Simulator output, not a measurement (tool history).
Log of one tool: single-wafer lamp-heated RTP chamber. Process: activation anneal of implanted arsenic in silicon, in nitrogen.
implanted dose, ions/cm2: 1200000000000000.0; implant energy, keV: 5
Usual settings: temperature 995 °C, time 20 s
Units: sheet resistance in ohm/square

run    hour  temperature  time  wafers since the last listed run  wafers since the last pyrometer calibration  wafers since the reflector plate was cleaned  hours since the gauge calibration  read-back reference wafer on the same gauge, sheet resistance  sheet resistance
  1       0          995    20                                 0                                         4638                                          1727                              153.3                                                         138.02            149.17
  2    34.9          995    20                               293                                         4932                                          2021                              188.2                                                          138.1            148.74
  3    98.8          995    20                               537                                         5469                                          2559                              252.1                                                          137.9            148.28
  4   161.6          995    20                               528                                         5998                                          3087                              314.9                                                         137.96            147.83
  5   198.8          995    20                               313                                         6311                                          3400                              352.1                                                         138.05            148.31
  6   269.8          995    20                               597                                         6908                                          3998                              423.1                                                         138.09            148.26
  7     299          995    20                               245                                         7154                                          4244                              452.3                                                         137.98            148.67
  8   353.8          995    14                               461                                         7615                                          4705                              507.1                                                         138.05             161.8
  9   406.2          995    14                               440                                         8056                                          5146                              559.5                                                          137.9            161.98
 10   432.9          987    20                               224                                         8281                                          5370                              586.2                                                         137.87            157.29
      449.8  -- pyrometer window cleaned and pyrometer calibrated
      477.6  -- reflector plate cleaned
 11   478.1          987    20                               245                                          171                                             4                              631.4                                                         137.95            153.62
 12   518.8          995    20                               342                                          513                                           346                              672.1                                                         137.92            145.05
 13   547.1          995    20                               238                                          751                                           585                              700.4                                                         137.97            144.19
 14     594          995    20                               394                                         1146                                           979                              747.3                                                         138.03            144.36
 15   640.5          995    20                               391                                         1537                                          1371                              793.8                                                         138.01            143.84
 16   676.2          977    20                               300                                         1838                                          1671                              829.5                                                         138.02            164.47
 17   744.6         1003    29                               575                                         2413                                          2247                              897.9                                                         137.95            122.37
 18   773.2          977    30                               240                                         2654                                          2487                              926.5                                                         138.05            148.49
 19   810.2         1014    20                               311                                         2965                                          2799                              963.5                                                          137.9            124.87
 20   856.1          973     9                               386                                         3352                                          3185                             1009.4                                                         137.96            198.84
 21   916.3          966    20                               506                                         3858                                          3692                             1069.6                                                            138            176.84
      942.5  -- reflector plate cleaned, repeated, since the last time left the tool worse
 22   983.9          986    20                               501                                         4360                                           348                             1137.2                                                         138.05            161.47
 23  1009.3          995    20                               213                                         4574                                           562                             1162.6                                                         138.06            150.41
 24  1080.8          968    23                               601                                         5175                                          1163                             1234.1                                                         137.98            175.85
 25  1146.2          995    20                               550                                         5726                                          1714                             1299.5                                                         138.07            148.99
 26  1194.3          995    29                               404                                         6130                                          2118                             1347.6                                                         137.98            135.32
 27  1255.3          995    20                               513                                         6644                                          2632                             1408.6                                                         137.97            148.78
 28  1321.2         1023    20                               554                                         7198                                          3186                             1474.5                                                            138             120.7
     1343.4  -- gauge calibrated
 29  1392.9          995    16                               603                                         7802                                          3790                               49.5                                                         137.94            156.75
 30  1423.2          970    30                               254                                         8057                                          4045                               79.8                                                         137.99            162.32
 31    1515          995    20                               772                                         8829                                          4817                              171.6                                                         138.07            147.99
     1575.8  -- pyrometer window cleaned and pyrometer calibrated
 32  1583.3          995    23                               507                                           62                                          5325                              239.9                                                         138.06            143.36
 33  1626.9         1024    12                               366                                          429                                          5692                              283.5                                                         137.94            136.35
 34  1685.8          995    12                               495                                          925                                          6187                              342.4                                                         138.06             167.7
       1727  -- reflector plate cleaned
 35  1754.8          995    25                               513                                         1438                                           233                              411.4                                                            138            141.75
 36  1799.1         1015    12                               372                                         1811                                           606                              455.7                                                         138.01            147.44

Forecast each of these 5 alternatives for the next run:
  A  1799.5          995    20                                 3                                         1815                                           609                              456.1                                                              ?                 ?
  B  1799.5          982    30                                 3                                         1815                                           609                              456.1                                                              ?                 ?
  C  1799.5          973    25                                 3                                         1815                                           609                              456.1                                                              ?                 ?
  D  1799.5         1005    20                                 3                                         1815                                           609                              456.1                                                              ?                 ?
  E  1799.5          986    12                                 3                                         1815                                           609                              456.1                                                              ?                 ?

run  read-back reference wafer on the same gauge, sheet resistance  sheet resistance
  A                                                         137.95            149.18
  B                                                         137.95            149.01
  C                                                         137.95            166.58
  D                                                         137.95            138.28
  E                                                         137.95            178.98
Without the tool's hidden state the same runs would have given:
run  sheet resistance
  A            150.54
  B            150.38
  C            168.02
  D            139.53
  E            180.37

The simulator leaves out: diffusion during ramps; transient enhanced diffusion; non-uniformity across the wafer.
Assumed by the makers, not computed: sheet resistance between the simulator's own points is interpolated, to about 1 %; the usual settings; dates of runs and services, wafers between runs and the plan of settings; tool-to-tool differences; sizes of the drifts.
